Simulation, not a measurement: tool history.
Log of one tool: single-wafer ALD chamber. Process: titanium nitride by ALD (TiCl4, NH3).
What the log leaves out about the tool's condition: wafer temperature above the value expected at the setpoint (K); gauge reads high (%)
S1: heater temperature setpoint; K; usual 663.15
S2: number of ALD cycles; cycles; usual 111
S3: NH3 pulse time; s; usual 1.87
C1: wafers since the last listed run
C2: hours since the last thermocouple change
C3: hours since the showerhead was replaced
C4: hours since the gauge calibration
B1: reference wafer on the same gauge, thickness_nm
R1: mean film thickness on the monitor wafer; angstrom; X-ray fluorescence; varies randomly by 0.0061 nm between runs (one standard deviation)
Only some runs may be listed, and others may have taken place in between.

{"run": 1, "day": 0.0, "S1": 663.15, "S2": 111, "S3": 2.47, "C1": 0, "C2": 1368.9, "C3": 4212.8, "C4": 341.0, "B1": 2.692, "R1": 24.95}
{"day": 0.629, "done": "thermocouple changed; heater temperature recalibrated"}
{"run": 2, "day": 4.346, "S1": 663.15, "S2": 111, "S3": 2.47, "C1": 190, "C2": 89.2, "C3": 4317.1, "C4": 445.3, "B1": 2.697, "R1": 24.99}
{"run": 3, "day": 7.958, "S1": 663.15, "S2": 111, "S3": 2.47, "C1": 171, "C2": 175.9, "C3": 4403.8, "C4": 532.0, "B1": 2.7, "R1": 24.96}
{"run": 4, "day": 10.754, "S1": 663.15, "S2": 117, "S3": 1.87, "C1": 132, "C2": 243.0, "C3": 4470.9, "C4": 599.1, "B1": 2.701, "R1": 26.07}
{"run": 5, "day": 12.933, "S1": 663.15, "S2": 125, "S3": 1.87, "C1": 103, "C2": 295.3, "C3": 4523.2, "C4": 651.4, "B1": 2.705, "R1": 27.79}
{"run": 6, "day": 17.071, "S1": 663.15, "S2": 119, "S3": 1.38, "C1": 196, "C2": 394.6, "C3": 4622.5, "C4": 750.7, "B1": 2.709, "R1": 26.32}
{"run": 7, "day": 21.258, "S1": 663.15, "S2": 111, "S3": 1.87, "C1": 199, "C2": 495.1, "C3": 4723.0, "C4": 851.2, "B1": 2.715, "R1": 24.93}
{"run": 8, "day": 24.742, "S1": 663.15, "S2": 111, "S3": 1.87, "C1": 165, "C2": 578.7, "C3": 4806.6, "C4": 934.8, "B1": 2.716, "R1": 24.82}
{"run": 9, "day": 26.746, "S1": 663.15, "S2": 111, "S3": 1.87, "C1": 95, "C2": 626.8, "C3": 4854.7, "C4": 982.9, "B1": 2.718, "R1": 24.99}
{"run": 10, "day": 28.954, "S1": 672.15, "S2": 111, "S3": 1.87, "C1": 104, "C2": 679.8, "C3": 4907.7, "C4": 1035.9, "B1": 2.72, "R1": 25.09}
{"run": 11, "day": 31.888, "S1": 663.15, "S2": 96, "S3": 1.87, "C1": 139, "C2": 750.2, "C3": 4978.1, "C4": 1106.3, "B1": 2.723, "R1": 21.62}
{"run": 12, "day": 33.6, "S1": 663.15, "S2": 96, "S3": 1.87, "C1": 81, "C2": 791.3, "C3": 5019.2, "C4": 1147.4, "B1": 2.727, "R1": 21.6}
{"day": 34.988, "done": "gauge calibrated"}
{"run": 13, "day": 35.796, "S1": 663.15, "S2": 111, "S3": 1.87, "C1": 104, "C2": 844.0, "C3": 5071.9, "C4": 19.4, "B1": 2.677, "R1": 24.47}
{"run": 14, "day": 39.108, "S1": 663.15, "S2": 111, "S3": 1.87, "C1": 157, "C2": 923.5, "C3": 5151.4, "C4": 98.9, "B1": 2.682, "R1": 24.48}
{"run": 15, "day": 42.854, "S1": 654.15, "S2": 132, "S3": 2.5, "C1": 178, "C2": 1013.4, "C3": 5241.3, "C4": 188.8, "B1": 2.685, "R1": 29.32}
{"run": 16, "day": 46.433, "S1": 663.15, "S2": 111, "S3": 1.27, "C1": 170, "C2": 1099.3, "C3": 5327.2, "C4": 274.7, "B1": 2.688, "R1": 24.13}
{"run": 17, "day": 50.1, "S1": 663.15, "S2": 123, "S3": 1.87, "C1": 174, "C2": 1187.3, "C3": 5415.2, "C4": 362.7, "B1": 2.692, "R1": 27.32}
{"day": 50.604, "done": "showerhead replaced"}
{"run": 18, "day": 52.321, "S1": 656.15, "S2": 127, "S3": 1.87, "C1": 89, "C2": 1240.6, "C3": 41.2, "C4": 416.0, "B1": 2.692, "R1": 27.93}
{"run": 19, "day": 55.925, "S1": 652.15, "S2": 111, "S3": 1.87, "C1": 171, "C2": 1327.1, "C3": 127.7, "C4": 502.5, "B1": 2.695, "R1": 24.41}
{"day": 59.075, "done": "thermocouple changed; heater temperature recalibrated"}
{"run": 20, "day": 59.121, "S1": 663.15, "S2": 96, "S3": 1.2, "C1": 136, "C2": 1.1, "C3": 204.4, "C4": 579.2, "B1": 2.7, "R1": 21.06}
{"run": 21, "day": 66.462, "S1": 663.15, "S2": 129, "S3": 1.43, "C1": 349, "C2": 177.3, "C3": 380.6, "C4": 755.4, "B1": 2.708, "R1": 28.48}
{"run": 22, "day": 69.083, "S1": 663.15, "S2": 111, "S3": 2.21, "C1": 124, "C2": 240.2, "C3": 443.5, "C4": 818.3, "B1": 2.711, "R1": 24.92}
{"run": 23, "day": 70.771, "S1": 663.15, "S2": 129, "S3": 1.43, "C1": 80, "C2": 280.7, "C3": 484.0, "C4": 858.8, "B1": 2.712, "R1": 28.56}
{"run": 24, "day": 73.125, "S1": 675.15, "S2": 101, "S3": 2.33, "C1": 111, "C2": 337.2, "C3": 540.5, "C4": 915.3, "B1": 2.715, "R1": 23.06}
{"run": 25, "day": 75.217, "S1": 663.15, "S2": 111, "S3": 1.87, "C1": 99, "C2": 387.4, "C3": 590.7, "C4": 965.5, "B1": 2.717, "R1": 24.97}
{"run": 26, "day": 78.279, "S1": 677.15, "S2": 119, "S3": 2.21, "C1": 145, "C2": 460.9, "C3": 664.2, "C4": 1039.0, "B1": 2.719, "R1": 27.16}
{"run": 27, "day": 80.721, "S1": 663.15, "S2": 126, "S3": 1.87, "C1": 116, "C2": 519.5, "C3": 722.8, "C4": 1097.6, "B1": 2.722, "R1": 28.27}

Run-by-run hidden state of the tool:
wafer temperature above the value expected at the setpoint (K): 0 in every run
H1: gauge reads high (%)
run=1 H1=0.455
run=2 H1=0.619
run=3 H1=0.755
run=4 H1=0.86
run=5 H1=0.942
run=6 H1=1.1
run=7 H1=1.25
run=8 H1=1.39
run=9 H1=1.46
run=10 H1=1.54
run=11 H1=1.65
run=12 H1=1.72
run=13 H1=-0.129
run=14 H1=-0.00447
run=15 H1=0.136
run=16 H1=0.271
run=17 H1=0.409
run=18 H1=0.492
run=19 H1=0.628
run=20 H1=0.748
run=21 H1=1.02
run=22 H1=1.12
run=23 H1=1.19
run=24 H1=1.27
run=25 H1=1.35
run=26 H1=1.47
run=27 H1=1.56
